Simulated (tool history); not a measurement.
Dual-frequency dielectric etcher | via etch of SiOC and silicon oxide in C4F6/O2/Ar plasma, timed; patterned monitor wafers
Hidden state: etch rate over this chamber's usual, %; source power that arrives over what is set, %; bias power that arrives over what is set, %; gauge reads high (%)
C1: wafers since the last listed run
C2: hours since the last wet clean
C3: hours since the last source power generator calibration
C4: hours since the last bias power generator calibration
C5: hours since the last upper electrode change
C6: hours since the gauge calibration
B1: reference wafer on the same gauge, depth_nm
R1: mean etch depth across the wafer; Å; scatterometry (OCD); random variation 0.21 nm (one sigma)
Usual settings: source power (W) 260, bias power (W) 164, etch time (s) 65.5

run 1 day=0 | source_power_(W)=260 bias_power_(W)=164 etch_time_(s)=65.5 | C1=0 C2=306.8 C3=3066 C4=3820.9 C5=4049.7 C6=186.1 | B1=62.4 | R1=597
-- day=0.162 gauge calibrated
run 2 day=0.288 | source_power_(W)=260 bias_power_(W)=164 etch_time_(s)=65.5 | C1=85 C2=313.7 C3=3072.9 C4=3827.8 C5=4056.6 C6=3 | B1=62.4 | R1=597
run 3 day=0.754 | source_power_(W)=260 bias_power_(W)=164 etch_time_(s)=65.5 | C1=139 C2=324.9 C3=3084.1 C4=3839 C5=4067.8 C6=14.2 | B1=62.4 | R1=596
run 4 day=1.054 | source_power_(W)=260 bias_power_(W)=164 etch_time_(s)=65.5 | C1=89 C2=332.1 C3=3091.3 C4=3846.2 C5=4075 C6=21.4 | B1=62.4 | R1=594
run 5 day=1.558 | source_power_(W)=260 bias_power_(W)=164 etch_time_(s)=65.5 | C1=150 C2=344.2 C3=3103.4 C4=3858.3 C5=4087.1 C6=33.5 | B1=62.4 | R1=597
run 6 day=1.917 | source_power_(W)=260 bias_power_(W)=164 etch_time_(s)=65.5 | C1=107 C2=352.8 C3=3112 C4=3866.9 C5=4095.7 C6=42.1 | B1=62.4 | R1=593
run 7 day=2.662 | source_power_(W)=230 bias_power_(W)=164 etch_time_(s)=65.5 | C1=222 C2=370.7 C3=3129.9 C4=3884.8 C5=4113.6 C6=60 | B1=62.3 | R1=571
run 8 day=3.125 | source_power_(W)=220 bias_power_(W)=164 etch_time_(s)=65.5 | C1=138 C2=381.8 C3=3141 C4=3895.9 C5=4124.7 C6=71.1 | B1=62.4 | R1=559
run 9 day=3.45 | source_power_(W)=220 bias_power_(W)=164 etch_time_(s)=65.5 | C1=97 C2=389.6 C3=3148.8 C4=3903.7 C5=4132.5 C6=78.9 | B1=62.4 | R1=560
-- day=4.512 source power generator calibrated
-- day=4.862 wet clean of the chamber
run 10 day=4.883 | source_power_(W)=260 bias_power_(W)=164 etch_time_(s)=65.5 | C1=274 C2=0.5 C3=8.9 C4=3938.1 C5=4166.9 C6=113.3 | B1=62.4 | R1=599
-- day=6.438 upper electrode replaced
run 11 day=6.458 | source_power_(W)=260 bias_power_(W)=140 etch_time_(s)=65.5 | C1=171 C2=38.3 C3=46.7 C4=3975.9 C5=0.5 C6=151.1 | B1=62.4 | R1=572
run 12 day=6.475 | source_power_(W)=290 bias_power_(W)=184 etch_time_(s)=46.5 | C1=4 C2=38.7 C3=47.1 C4=3976.3 C5=0.9 C6=151.5 | B1=62.4 | R1=455
run 13 day=7.108 | source_power_(W)=260 bias_power_(W)=164 etch_time_(s)=65.5 | C1=189 C2=53.9 C3=62.3 C4=3991.5 C5=16.1 C6=166.7 | B1=62.4 | R1=600
run 14 day=7.554 | source_power_(W)=310 bias_power_(W)=145 etch_time_(s)=65.5 | C1=133 C2=64.6 C3=73 C4=4002.2 C5=26.8 C6=177.4 | B1=62.4 | R1=615
-- day=7.95 gauge calibrated
run 15 day=8.221 | source_power_(W)=200 bias_power_(W)=137 etch_time_(s)=46.5 | C1=199 C2=80.6 C3=89 C4=4018.2 C5=42.8 C6=6.5 | B1=62.4 | R1=364
-- day=8.592 bias power generator calibrated
run 16 day=8.612 | source_power_(W)=260 bias_power_(W)=164 etch_time_(s)=65.5 | C1=67 C2=90 C3=98.4 C4=0.5 C5=52.2 C6=15.9 | B1=62.4 | R1=596
run 17 day=8.792 | source_power_(W)=300 bias_power_(W)=141 etch_time_(s)=82 | C1=53 C2=94.3 C3=102.7 C4=4.8 C5=56.5 C6=20.2 | B1=62.4 | R1=759
run 18 day=9.392 | source_power_(W)=210 bias_power_(W)=125 etch_time_(s)=65.5 | C1=179 C2=108.7 C3=117.1 C4=19.2 C5=70.9 C6=34.6 | B1=62.4 | R1=507
run 19 day=9.746 | source_power_(W)=260 bias_power_(W)=194 etch_time_(s)=85 | C1=105 C2=117.2 C3=125.6 C4=27.7 C5=79.4 C6=43.1 | B1=62.4 | R1=816
run 20 day=10.429 | source_power_(W)=260 bias_power_(W)=194 etch_time_(s)=85 | C1=204 C2=133.6 C3=142 C4=44.1 C5=95.8 C6=59.5 | B1=62.5 | R1=813
run 21 day=10.771 | source_power_(W)=260 bias_power_(W)=199 etch_time_(s)=80 | C1=102 C2=141.8 C3=150.2 C4=52.3 C5=104 C6=67.7 | B1=62.4 | R1=773
run 22 day=11.321 | source_power_(W)=260 bias_power_(W)=164 etch_time_(s)=65.5 | C1=164 C2=155 C3=163.4 C4=65.5 C5=117.2 C6=80.9 | B1=62.4 | R1=592

The tool's hidden state at each run:
etch rate over this chamber's usual, %: 0 in every run
source power that arrives over what is set, %: 0 in every run
bias power that arrives over what is set, %: 0 in every run
gauge reads high (%): 0 in every run
